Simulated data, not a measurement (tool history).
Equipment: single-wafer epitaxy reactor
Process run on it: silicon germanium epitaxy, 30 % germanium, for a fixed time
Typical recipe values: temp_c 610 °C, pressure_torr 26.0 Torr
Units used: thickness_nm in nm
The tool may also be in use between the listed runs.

run   hour  temp_c  pressure_torr  read-back reference wafer on the same gauge, thickness_nm  thickness_nm
  1    0.0     605           26.0                                                     94.409        81.110
  2   62.2     610           28.6                                                     94.389        89.939
  3   79.0     610           23.1                                                     94.427        85.226
  4   92.9     610           23.1                                                     94.417        85.305
  5  123.1     615           26.0                                                     94.435        94.772
  6  147.0     615           26.0                                                     94.384        94.854
  7  224.8     610           26.0                                                     94.438        88.249
  8  250.0     610           27.8                                                     94.429        89.276
  9  283.5     610           27.8                                                     94.353        89.757
     293.1  -- pyrometer calibrated
     294.4  -- showerhead replaced, of another model than before
 10  295.5     610           27.8                                                     94.414        84.842
 11  307.9     610           28.9                                                     94.426        86.460
 12  343.3     610           26.0                                                     94.392        82.865
     354.7  -- gauge calibrated
 13  356.6     610           26.0                                                     94.445        83.077
 14  382.0     616           23.9                                                     94.369        89.653
 15  405.8     621           23.4                                                     94.445        95.545
 16  424.5     610           20.5                                                     94.342        77.489
 17  459.4     610           24.0                                                     94.414        81.345
 18  487.1     610           26.0                                                     94.479        83.803
     502.7  -- capacitance manometer re-zeroed and calibrated
 19  513.8     610           27.8                                                     94.471        85.825
 20  546.7     620           31.6                                                     94.382       104.350
 21  569.8     610           26.0                                                     94.354        84.162
 22  597.8     606           31.1                                                     94.437        84.085
 23  626.3     610           26.0                                                     94.378        83.918
 24  645.8     610           23.6                                                     94.348        81.573
 25  660.5     610           26.0                                                     94.354        83.827
 26  747.0     622           30.7                                                     94.450       107.361
 27  764.2     610           21.9                                                     94.303        79.892

3 ways to go on from here, each from the tool as it stands after run 27. What would each give?
  A  764.6     610           26.0                                                          ?             ?
  B  764.6     610           27.7                                                          ?             ?
  C  764.6     610           28.5                                                          ?             ?

run  read-back reference wafer on the same gauge, thickness_nm  thickness_nm
  A                                                     94.337        84.341
  B                                                     94.337        86.116
  C                                                     94.337        86.933
The same runs, with their run-to-run variation unchanged, on a tool lacking any hidden condition would have given:
run  thickness_nm
  A        83.808
  B        85.572
  C        86.383

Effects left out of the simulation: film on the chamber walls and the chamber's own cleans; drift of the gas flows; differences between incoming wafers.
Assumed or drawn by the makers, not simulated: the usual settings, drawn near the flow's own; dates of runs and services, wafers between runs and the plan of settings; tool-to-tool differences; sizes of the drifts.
